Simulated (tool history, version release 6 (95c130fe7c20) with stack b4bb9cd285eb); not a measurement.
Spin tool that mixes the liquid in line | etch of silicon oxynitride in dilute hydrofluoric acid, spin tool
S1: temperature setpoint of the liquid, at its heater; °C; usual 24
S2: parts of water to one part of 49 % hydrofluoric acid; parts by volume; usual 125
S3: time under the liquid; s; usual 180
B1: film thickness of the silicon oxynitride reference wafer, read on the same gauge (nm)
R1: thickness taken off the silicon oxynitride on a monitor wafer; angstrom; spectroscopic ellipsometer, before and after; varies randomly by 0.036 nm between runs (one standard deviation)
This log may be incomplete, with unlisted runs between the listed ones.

run 1 hour=0 | S1=24 S2=125 S3=180 | B1=39.937 | R1=29.13
run 2 hour=81.8 | S1=24 S2=125 S3=180 | B1=40.024 | R1=29.08
run 3 hour=126.8 | S1=24 S2=125 S3=180 | B1=39.959 | R1=29.47
run 4 hour=215.3 | S1=24 S2=140 S3=180 | B1=40.046 | R1=24.74
run 5 hour=316.9 | S1=24 S2=125 S3=180 | B1=39.997 | R1=29.44
-- hour=332.4 hydrofluoric acid flow meter replaced
run 6 hour=366.5 | S1=24 S2=125 S3=180 | B1=40.022 | R1=29.08
run 7 hour=407.7 | S1=24 S2=125 S3=180 | B1=40.012 | R1=28.19
run 8 hour=483.7 | S1=24 S2=100 S3=225 | B1=39.972 | R1=44.59
run 9 hour=764.9 | S1=24 S2=125 S3=260 | B1=39.985 | R1=40.74
run 10 hour=834.9 | S1=24 S2=125 S3=260 | B1=40.028 | R1=40.81
run 11 hour=897.6 | S1=24 S2=125 S3=180 | B1=40.02 | R1=27.53
run 12 hour=960 | S1=26.5 S2=170 S3=120 | B1=40.001 | R1=15.05
-- hour=1102.2 thermometer replaced
run 13 hour=1151.2 | S1=22.5 S2=145 S3=240 | B1=39.979 | R1=31.49
-- hour=1195.4 hydrofluoric acid flow meter replaced
run 14 hour=1224.4 | S1=21 S2=125 S3=75 | B1=39.987 | R1=10.97
-- hour=1243.7 gauge calibrated
run 15 hour=1322.2 | S1=25.5 S2=175 S3=180 | B1=39.984 | R1=22.13
run 16 hour=1380 | S1=25.5 S2=175 S3=180 | B1=40.006 | R1=21.55
run 17 hour=1455.4 | S1=24 S2=80 S3=180 | B1=39.987 | R1=48.13
run 18 hour=1558.3 | S1=24 S2=95 S3=250 | B1=39.953 | R1=55.22
run 19 hour=1649.9 | S1=24 S2=145 S3=240 | B1=39.959 | R1=33.45
run 20 hour=1713.6 | S1=24 S2=125 S3=180 | B1=40.006 | R1=29.79

Here are 3 independent what-if runs from the current tool condition. What would each one return?
run A hour=1714.1 | S1=24 S2=125 S3=120 | B1=? | R1=?
run B hour=1714.1 | S1=20 S2=95 S3=95 | B1=? | R1=?
run C hour=1714.1 | S1=27.5 S2=155 S3=240 | B1=? | R1=?

run=A B1=39.994 R1=19.59
run=B B1=39.994 R1=17.22
run=C B1=39.994 R1=36.18
Without the tool's hidden state the same runs would have given:
run=A R1=20.38
run=B R1=17.94
run=C R1=37.56
